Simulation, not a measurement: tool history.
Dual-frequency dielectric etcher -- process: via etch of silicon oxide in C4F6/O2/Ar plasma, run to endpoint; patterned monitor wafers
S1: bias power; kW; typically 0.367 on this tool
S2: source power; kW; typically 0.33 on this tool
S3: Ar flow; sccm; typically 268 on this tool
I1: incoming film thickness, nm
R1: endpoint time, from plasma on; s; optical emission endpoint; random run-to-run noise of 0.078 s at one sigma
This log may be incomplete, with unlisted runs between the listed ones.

Run 1, day 0: usual settings but S3 230 sccm; I1 87.2. Result: R1 24.7 s.
At day 1.004: bias power generator calibrated.
Run 2, day 1.967: usual settings but S3 230 sccm; I1 88.6. Result: R1 25 s.
Run 3, day 3.346: usual settings; I1 88.1. Result: R1 25.3 s.
Run 4, day 5.288: usual settings; I1 87.5. Result: R1 25.1 s.
Run 5, day 8.188: usual settings; I1 86.5. Result: R1 24.7 s.
Run 6, day 9.908: usual settings but S3 234 sccm; I1 87.2. Result: R1 24.4 s.
Run 7, day 11.338: usual settings but S3 237 sccm; I1 88.4. Result: R1 24.7 s.
Run 8, day 13.562: usual settings but S1 0.317 kW, S2 0.3 kW, S3 216 sccm; I1 87.5. Result: R1 25.9 s.
At day 15.375: wet clean of the chamber.
Run 9, day 15.488: usual settings but S1 0.339 kW, S3 298 sccm; I1 87.9. Result: R1 26.5 s.
Run 10, day 17.154: usual settings but S1 0.334 kW, S2 0.3 kW, S3 293 sccm; I1 88. Result: R1 27.5 s.
Run 11, day 18.762: usual settings but S3 245 sccm; I1 87.8. Result: R1 25.2 s.
Run 12, day 21.046: usual settings; I1 87.1. Result: R1 25.3 s.
Run 13, day 23.979: usual settings; I1 87.3. Result: R1 25.3 s.
At day 28.679: upper electrode replaced.
At day 30.329: Ar flow controller replaced.
Run 14, day 31.258: usual settings; I1 87.6. Result: R1 24.8 s.
At day 33.662: wet clean of the chamber.
Run 15, day 33.808: usual settings but S1 0.393 kW, S2 0.3 kW, S3 222 sccm; I1 88.3. Result: R1 25.2 s.
Run 16, day 34.888: usual settings but S3 309 sccm; I1 88. Result: R1 26.1 s.
Run 17, day 37.421: usual settings; I1 87.9. Result: R1 25.4 s.
Run 18, day 42.646: usual settings but S1 0.297 kW, S2 0.3 kW, S3 220 sccm; I1 87.2. Result: R1 26.8 s.
Run 19, day 44.5: usual settings but S3 324 sccm; I1 87.8. Result: R1 25.9 s.
Run 20, day 47.329: usual settings but S3 234 sccm; I1 87.3. Result: R1 24.5 s.
Run 21, day 50.204: usual settings but S1 0.311 kW, S2 0.41 kW, S3 293 sccm; I1 87.7. Result: R1 24.9 s.
Run 22, day 52.708: usual settings but S1 0.308 kW, S3 310 sccm; I1 88.2. Result: R1 26.8 s.
At day 55.596: wet clean of the chamber.
Run 23, day 55.617: usual settings; I1 88.1. Result: R1 25.5 s.
Run 24, day 55.921: usual settings but S1 0.44 kW, S2 0.26 kW; I1 88.2. Result: R1 26 s.
Run 25, day 57.208: usual settings but S2 0.4 kW, S3 319 sccm; I1 87.5. Result: R1 24.5 s.
Run 26, day 59.304: usual settings but S1 0.279 kW, S2 0.3 kW, S3 234 sccm; I1 88.3. Result: R1 28 s.
Run 27, day 61.888: usual settings but S1 0.456 kW; I1 88. Result: R1 23.8 s.
Run 28, day 63.638: usual settings but S1 0.299 kW, S2 0.36 kW, S3 209 sccm; I1 87.5. Result: R1 25.2 s.

Below are 5 alternative next runs, each starting from the tool's condition after run 28. Predict each:
Run A, day 63.654: usual settings but S3 209 sccm; I1 88.3. Result: R1 ?.
Run B, day 63.654: usual settings but S3 224 sccm; I1 88.3. Result: R1 ?.
Run C, day 63.654: usual settings but S1 0.419 kW, S2 0.3 kW, S3 205 sccm; I1 88.3. Result: R1 ?.
Run D, day 63.654: usual settings but S2 0.31 kW; I1 88.3. Result: R1 ?.
Run E, day 63.654: usual settings but S3 225 sccm; I1 88.3. Result: R1 ?.

run    R1
  A  24.5
  B  24.8
  C  24.2
  D  25.9
  E  24.8
With the hidden condition removed and each run's random variation left untouched, the same runs would have given:
run    R1
  A  24.8
  B  25.1
  C  24.4
  D  26.2
  E  25.1
